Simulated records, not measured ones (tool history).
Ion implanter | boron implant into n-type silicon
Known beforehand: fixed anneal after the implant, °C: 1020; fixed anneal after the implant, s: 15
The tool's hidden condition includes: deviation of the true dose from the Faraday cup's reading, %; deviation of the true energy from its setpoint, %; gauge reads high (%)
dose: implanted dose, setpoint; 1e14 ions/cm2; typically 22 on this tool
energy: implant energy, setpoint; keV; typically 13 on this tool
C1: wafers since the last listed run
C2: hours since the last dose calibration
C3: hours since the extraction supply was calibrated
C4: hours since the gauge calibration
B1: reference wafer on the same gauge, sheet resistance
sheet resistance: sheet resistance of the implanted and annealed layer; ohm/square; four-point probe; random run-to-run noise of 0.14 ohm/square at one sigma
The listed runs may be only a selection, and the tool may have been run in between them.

{"run": 1, "day": 0.0, "dose": 22, "energy": 10, "C1": 0, "C2": 1677.4, "C3": 4065.2, "C4": 811.8, "B1": 84.31, "sheet resistance": 105.4}
{"run": 2, "day": 0.892, "dose": 22, "energy": 16, "C1": 809, "C2": 1698.8, "C3": 4086.6, "C4": 833.2, "B1": 84.31, "sheet resistance": 83.12}
{"run": 3, "day": 2.175, "dose": 22, "energy": 16, "C1": 1164, "C2": 1729.6, "C3": 4117.4, "C4": 864, "B1": 84.33, "sheet resistance": 83.17}
{"run": 4, "day": 3.042, "dose": 22, "energy": 16, "C1": 786, "C2": 1750.4, "C3": 4138.2, "C4": 884.8, "B1": 84.27, "sheet resistance": 83.03}
{"run": 5, "day": 4.021, "dose": 18.06, "energy": 13, "C1": 888, "C2": 1773.9, "C3": 4161.7, "C4": 908.3, "B1": 84.35, "sheet resistance": 97.6}
{"run": 6, "day": 5.033, "dose": 18.06, "energy": 13, "C1": 918, "C2": 1798.2, "C3": 4186, "C4": 932.6, "B1": 84.3, "sheet resistance": 97.68}
{"run": 7, "day": 6.354, "dose": 17.44, "energy": 16, "C1": 1198, "C2": 1829.9, "C3": 4217.7, "C4": 964.3, "B1": 84.31, "sheet resistance": 91.6}
{"run": 8, "day": 7.029, "dose": 20.4, "energy": 13, "C1": 612, "C2": 1846.1, "C3": 4233.9, "C4": 980.5, "B1": 84.32, "sheet resistance": 93.97}
{"run": 9, "day": 7.692, "dose": 20.4, "energy": 13, "C1": 601, "C2": 1862, "C3": 4249.8, "C4": 996.4, "B1": 84.3, "sheet resistance": 93.95}
{"run": 10, "day": 8.392, "dose": 22, "energy": 13, "C1": 635, "C2": 1878.8, "C3": 4266.6, "C4": 1013.2, "B1": 84.31, "sheet resistance": 91.95}
{"run": 11, "day": 9.054, "dose": 22, "energy": 13, "C1": 601, "C2": 1894.7, "C3": 4282.5, "C4": 1029.1, "B1": 84.29, "sheet resistance": 91.93}
{"day": 9.292, "done": "gauge calibrated"}
{"day": 10.004, "done": "Faraday cup replaced and dose calibrated"}
{"run": 12, "day": 10.025, "dose": 22, "energy": 13, "C1": 578, "C2": 0.5, "C3": 4305.8, "C4": 17.6, "B1": 84.3, "sheet resistance": 92.93}
{"run": 13, "day": 10.333, "dose": 18.32, "energy": 15.5, "C1": 279, "C2": 7.9, "C3": 4313.2, "C4": 25, "B1": 84.28, "sheet resistance": 92.41}
{"run": 14, "day": 11.704, "dose": 22, "energy": 13, "C1": 1243, "C2": 40.8, "C3": 4346.1, "C4": 57.9, "B1": 84.24, "sheet resistance": 92.94}
{"run": 15, "day": 12.554, "dose": 22, "energy": 10.5, "C1": 771, "C2": 61.2, "C3": 4366.5, "C4": 78.3, "B1": 84.29, "sheet resistance": 103.75}
{"run": 16, "day": 13.292, "dose": 24.99, "energy": 16, "C1": 669, "C2": 78.9, "C3": 4384.2, "C4": 96, "B1": 84.32, "sheet resistance": 80.82}
{"run": 17, "day": 14.204, "dose": 26.26, "energy": 11.5, "C1": 827, "C2": 100.8, "C3": 4406.1, "C4": 117.9, "B1": 84.22, "sheet resistance": 95.59}
{"run": 18, "day": 15.45, "dose": 22, "energy": 17, "C1": 1130, "C2": 130.7, "C3": 4436, "C4": 147.8, "B1": 84.33, "sheet resistance": 82.18}
{"day": 16.367, "done": "extraction supply calibrated"}
{"run": 19, "day": 16.521, "dose": 27.26, "energy": 9.5, "C1": 669, "C2": 156.4, "C3": 3.7, "C4": 173.5, "B1": 84.33, "sheet resistance": 102.56}
{"run": 20, "day": 18.775, "dose": 22, "energy": 13, "C1": 2045, "C2": 210.5, "C3": 57.8, "C4": 227.6, "B1": 84.34, "sheet resistance": 90.28}
{"run": 21, "day": 19.675, "dose": 22, "energy": 13, "C1": 816, "C2": 232.1, "C3": 79.4, "C4": 249.2, "B1": 84.37, "sheet resistance": 90.26}
{"run": 22, "day": 21.408, "dose": 18.71, "energy": 15, "C1": 1572, "C2": 273.7, "C3": 121, "C4": 290.8, "B1": 84.25, "sheet resistance": 90.12}
{"run": 23, "day": 22.154, "dose": 26.26, "energy": 11.5, "C1": 676, "C2": 291.6, "C3": 138.9, "C4": 308.7, "B1": 84.34, "sheet resistance": 92.06}
{"run": 24, "day": 23.912, "dose": 19.12, "energy": 17.5, "C1": 1595, "C2": 333.8, "C3": 181.1, "C4": 350.9, "B1": 84.27, "sheet resistance": 84.69}
{"run": 25, "day": 24.438, "dose": 25.03, "energy": 8.5, "C1": 476, "C2": 346.4, "C3": 193.7, "C4": 363.5, "B1": 84.29, "sheet resistance": 110.52}
{"run": 26, "day": 25.408, "dose": 22, "energy": 13, "C1": 880, "C2": 369.7, "C3": 217, "C4": 386.8, "B1": 84.27, "sheet resistance": 90.39}
{"run": 27, "day": 26.821, "dose": 17.44, "energy": 16, "C1": 1281, "C2": 403.6, "C3": 250.9, "C4": 420.7, "B1": 84.25, "sheet resistance": 90.96}
{"run": 28, "day": 27.517, "dose": 24.12, "energy": 13, "C1": 631, "C2": 420.3, "C3": 267.6, "C4": 437.4, "B1": 84.32, "sheet resistance": 87.74}
{"run": 29, "day": 28.538, "dose": 26.18, "energy": 9, "C1": 926, "C2": 444.8, "C3": 292.1, "C4": 461.9, "B1": 84.27, "sheet resistance": 106.1}
{"run": 30, "day": 29.275, "dose": 16.27, "energy": 15.5, "C1": 669, "C2": 462.5, "C3": 309.8, "C4": 479.6, "B1": 84.35, "sheet resistance": 95.22}
{"run": 31, "day": 30.538, "dose": 26.89, "energy": 9.5, "C1": 1145, "C2": 492.8, "C3": 340.1, "C4": 509.9, "B1": 84.32, "sheet resistance": 102.76}
{"run": 32, "day": 31.654, "dose": 16.46, "energy": 9, "C1": 1013, "C2": 519.6, "C3": 366.9, "C4": 536.7, "B1": 84.3, "sheet resistance": 116.44}
{"run": 33, "day": 32.25, "dose": 19.25, "energy": 9.5, "C1": 540, "C2": 533.9, "C3": 381.2, "C4": 551, "B1": 84.24, "sheet resistance": 108.87}
{"run": 34, "day": 32.867, "dose": 27.19, "energy": 13, "C1": 559, "C2": 548.7, "C3": 396, "C4": 565.8, "B1": 84.25, "sheet resistance": 85.35}
{"run": 35, "day": 33.388, "dose": 24.55, "energy": 16, "C1": 472, "C2": 561.2, "C3": 408.5, "C4": 578.3, "B1": 84.37, "sheet resistance": 78.74}
{"run": 36, "day": 34.4, "dose": 27.16, "energy": 11, "C1": 918, "C2": 585.5, "C3": 432.8, "C4": 602.6, "B1": 84.29, "sheet resistance": 94}

How would selected steps in sheet resistance from run to run divide? Give the signed amount a tool lacking its hidden state would still show from settings, what came in and random variation, and the signed amount left for the hidden state, including any gauge scatter that is not in both of the compared results.
Run 1 -> 2: energy 10 -> 16. sheet resistance -22.28 ohm/square: hidden state -1.32, all else -20.96.
Run 7 -> 8: dose 17.44 -> 20.4, energy 16 -> 13. sheet resistance +2.37 ohm/square: hidden state +1.34, all else +1.03.
Run 15 -> 16: dose 22 -> 24.99, energy 10.5 -> 16. sheet resistance -22.93 ohm/square: hidden state -0.78, all else -22.15.
Run 18 -> 19: dose 22 -> 27.26, energy 17 -> 9.5, extraction supply calibrated. sheet resistance +20.38 ohm/square: hidden state -1.74, all else +22.12.
Run 24 -> 25: dose 19.12 -> 25.03, energy 17.5 -> 8.5. sheet resistance +25.83 ohm/square: hidden state +0.4, all else +25.43.
Run 33 -> 34: dose 19.25 -> 27.19, energy 9.5 -> 13. sheet resistance -23.52 ohm/square: hidden state +0.34, all else -23.86.
